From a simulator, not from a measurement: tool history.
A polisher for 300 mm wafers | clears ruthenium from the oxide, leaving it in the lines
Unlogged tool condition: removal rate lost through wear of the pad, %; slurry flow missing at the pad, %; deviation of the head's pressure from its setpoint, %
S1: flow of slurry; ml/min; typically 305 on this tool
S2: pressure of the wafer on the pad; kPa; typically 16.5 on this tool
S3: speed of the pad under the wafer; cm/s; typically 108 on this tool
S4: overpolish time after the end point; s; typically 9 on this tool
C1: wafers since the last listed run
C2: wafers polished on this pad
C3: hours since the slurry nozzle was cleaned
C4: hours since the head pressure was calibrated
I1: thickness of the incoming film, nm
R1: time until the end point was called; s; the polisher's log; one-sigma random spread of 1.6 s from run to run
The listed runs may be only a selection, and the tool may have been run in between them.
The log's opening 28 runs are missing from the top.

run     day   S1    S2   S3  S4   C1   C2     C3     C4     I1     R1
     17.483  -- worn pad replaced by a new one
 29  17.504  305  16.5  108   9   84    2  297.4  195.1  152.6   95.6
 30  18.029  305  16.5  108   9   75   77  310.0  207.7  152.2   92.8
 31  18.521  305  16.5  108   9   70  148  321.8  219.5  151.4   95.0
 32  18.888  390  16.5  108  11   52  200  330.6  228.3  150.7   90.3
 33  19.600  305  16.5  108   9  101  302  347.7  245.4  148.3   93.6
 34  20.346  305  16.5  108   9  106  409  365.6  263.3  153.4   95.1
 35  20.996  305  20.7  108   5   92  502  381.2  278.9  149.4   73.4
 36  21.279  305  14.5   78   9   40  542  388.0  285.7  149.8  132.6
 37  21.700  405  13.8   98   6   60  602  398.1  295.8  150.7  117.5
 38  22.100  305  21.4  122   5   57  659  407.7  305.4  149.6   66.9

Predict each of these 3 candidate next runs independently; none follows another, all start after run 38:
  A  22.121  305  16.5  108   9   2  662  408.2  305.9  149.9   ?
  B  22.121  370  16.5   74  11   2  662  408.2  305.9  149.9   ?
  C  22.121  305  16.5  134   9   2  662  408.2  305.9  149.9   ?

run     R1
  A   94.0
  B  118.0
  C   80.2
With no hidden state in the tool, these same runs would have given:
run     R1
  A   93.2
  B  118.4
  C   79.5

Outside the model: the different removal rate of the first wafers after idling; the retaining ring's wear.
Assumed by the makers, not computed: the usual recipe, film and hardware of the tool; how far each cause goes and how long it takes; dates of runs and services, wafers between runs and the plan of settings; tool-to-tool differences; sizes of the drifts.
